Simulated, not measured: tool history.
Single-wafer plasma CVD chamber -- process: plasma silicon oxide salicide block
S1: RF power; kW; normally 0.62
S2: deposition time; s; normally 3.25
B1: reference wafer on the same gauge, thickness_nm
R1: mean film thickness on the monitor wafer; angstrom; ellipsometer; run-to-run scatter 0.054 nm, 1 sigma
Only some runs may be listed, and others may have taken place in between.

run   hour     S1    S2      B1      R1
  1      0   0.54  3.25  35.783  296.99
      25.7  -- gauge calibrated
  2     40   0.62  3.58  35.785  342.01
  3   51.5   0.62  3.58  35.794  341.64
  4   62.8   0.62  3.58  35.763  341.68
  5   72.7   0.62  3.25  35.764  310.62
  6   82.3   0.62  3.25   35.83  310.62
  7  131.9   0.62  3.69  35.834  351.58
  8    140   0.62  3.25  35.837  308.92
  9  174.1   0.62  3.25   35.78  309.05
     190.4  -- showerhead replaced
 10  190.9   0.71  2.74  35.813  272.52
 11  198.8   0.71  2.74  35.777  270.66
 12  209.2  0.565  3.43  35.836  316.57
 13  226.3   0.62  3.25  35.785  308.39
     234.1  -- gauge calibrated
     270.6  -- RF generator calibrated
 14  275.9   0.62  3.25  35.821  317.22
 15  284.1   0.69   3.5   35.81  352.66
 16  298.4   0.62  3.25  35.799   317.8
 17  306.8   0.72  3.56  35.817  364.24
 18  319.2   0.68  3.66  35.796  367.99
 19  327.9   0.62  3.25  35.797  317.82
 20  344.2  0.685  2.69  35.778  271.31
 21  354.6  0.665  2.92  35.823  291.26
 22  364.2  0.685   3.7  35.786   372.7
 23  377.9   0.69  3.25  35.837  328.62
 24  392.8   0.62  3.58  35.808  350.16
 25  398.9   0.62  3.25  35.801  316.89

Estimate the outcome of run 26 from the log above:
 26  406.6  0.555  3.25   ?   ?

Run 26 came out at B1 35.811, R1 306.55 angstrom.
Minus the tool's unlogged condition, the same run would have read R1 308.02 angstrom.
